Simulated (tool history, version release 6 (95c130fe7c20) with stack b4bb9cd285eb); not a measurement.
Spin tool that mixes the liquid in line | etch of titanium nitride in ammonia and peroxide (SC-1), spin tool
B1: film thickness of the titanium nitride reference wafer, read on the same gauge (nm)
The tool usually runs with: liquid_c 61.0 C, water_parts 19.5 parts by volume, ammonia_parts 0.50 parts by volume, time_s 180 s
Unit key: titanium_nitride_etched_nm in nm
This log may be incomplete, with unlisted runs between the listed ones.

{"run": 1, "hour": 0.0, "liquid_c": 61.0, "water_parts": 19.5, "ammonia_parts": 0.5, "time_s": 245, "B1": 149.98, "titanium_nitride_etched_nm": 19.38}
{"run": 2, "hour": 33.1, "liquid_c": 61.0, "water_parts": 19.5, "ammonia_parts": 0.5, "time_s": 245, "B1": 150.01, "titanium_nitride_etched_nm": 19.27}
{"run": 3, "hour": 56.8, "liquid_c": 61.0, "water_parts": 19.5, "ammonia_parts": 0.5, "time_s": 245, "B1": 149.99, "titanium_nitride_etched_nm": 19.78}
{"run": 4, "hour": 84.1, "liquid_c": 61.0, "water_parts": 19.5, "ammonia_parts": 0.35, "time_s": 180, "B1": 149.99, "titanium_nitride_etched_nm": 13.49}
{"run": 5, "hour": 118.0, "liquid_c": 61.0, "water_parts": 19.5, "ammonia_parts": 0.35, "time_s": 180, "B1": 149.99, "titanium_nitride_etched_nm": 13.3}
{"run": 6, "hour": 137.7, "liquid_c": 61.0, "water_parts": 16.0, "ammonia_parts": 0.35, "time_s": 180, "B1": 149.98, "titanium_nitride_etched_nm": 15.09}
{"hour": 169.7, "done": "new drum of ammonia solution connected"}
{"run": 7, "hour": 170.7, "liquid_c": 61.0, "water_parts": 19.5, "ammonia_parts": 0.5, "time_s": 180, "B1": 150.02, "titanium_nitride_etched_nm": 14.14}
{"run": 8, "hour": 190.5, "liquid_c": 61.0, "water_parts": 19.5, "ammonia_parts": 0.5, "time_s": 180, "B1": 150.0, "titanium_nitride_etched_nm": 14.21}
{"hour": 197.5, "done": "heated supply line repaired"}
{"run": 9, "hour": 223.0, "liquid_c": 61.0, "water_parts": 19.5, "ammonia_parts": 0.5, "time_s": 180, "B1": 150.0, "titanium_nitride_etched_nm": 18.01}
{"run": 10, "hour": 246.6, "liquid_c": 61.0, "water_parts": 19.5, "ammonia_parts": 0.5, "time_s": 150, "B1": 150.01, "titanium_nitride_etched_nm": 14.98}
{"run": 11, "hour": 261.4, "liquid_c": 61.0, "water_parts": 16.0, "ammonia_parts": 0.35, "time_s": 180, "B1": 149.99, "titanium_nitride_etched_nm": 18.89}
{"hour": 274.0, "done": "thermometer replaced"}
{"run": 12, "hour": 274.7, "liquid_c": 61.0, "water_parts": 19.5, "ammonia_parts": 0.3, "time_s": 230, "B1": 149.99, "titanium_nitride_etched_nm": 21.11}
{"run": 13, "hour": 296.1, "liquid_c": 67.5, "water_parts": 25.0, "ammonia_parts": 0.5, "time_s": 70, "B1": 150.01, "titanium_nitride_etched_nm": 9.26}
{"hour": 305.1, "done": "ammonia flow meter replaced"}
{"hour": 305.3, "done": "gauge calibrated"}
{"run": 14, "hour": 326.4, "liquid_c": 64.0, "water_parts": 19.5, "ammonia_parts": 0.5, "time_s": 180, "B1": 149.96, "titanium_nitride_etched_nm": 22.25}
{"run": 15, "hour": 341.3, "liquid_c": 56.0, "water_parts": 19.5, "ammonia_parts": 0.25, "time_s": 180, "B1": 150.01, "titanium_nitride_etched_nm": 11.22}
{"run": 16, "hour": 376.7, "liquid_c": 53.0, "water_parts": 15.0, "ammonia_parts": 0.5, "time_s": 140, "B1": 150.02, "titanium_nitride_etched_nm": 9.63}
{"run": 17, "hour": 406.7, "liquid_c": 52.5, "water_parts": 23.5, "ammonia_parts": 0.4, "time_s": 180, "B1": 150.03, "titanium_nitride_etched_nm": 8.73}
{"run": 18, "hour": 427.2, "liquid_c": 61.0, "water_parts": 19.5, "ammonia_parts": 0.35, "time_s": 180, "B1": 150.03, "titanium_nitride_etched_nm": 16.6}

Run 19 has not been measured yet. What should we expect?
{"run": 19, "hour": 451.2, "liquid_c": 61.0, "water_parts": 19.5, "ammonia_parts": 0.5, "time_s": 180, "B1": "?", "titanium_nitride_etched_nm": "?"}

B1: 150.00
titanium_nitride_etched_nm: 17.81 nm
The same run, on a tool lacking any hidden state, would have yielded titanium_nitride_etched_nm 18.20 nm.

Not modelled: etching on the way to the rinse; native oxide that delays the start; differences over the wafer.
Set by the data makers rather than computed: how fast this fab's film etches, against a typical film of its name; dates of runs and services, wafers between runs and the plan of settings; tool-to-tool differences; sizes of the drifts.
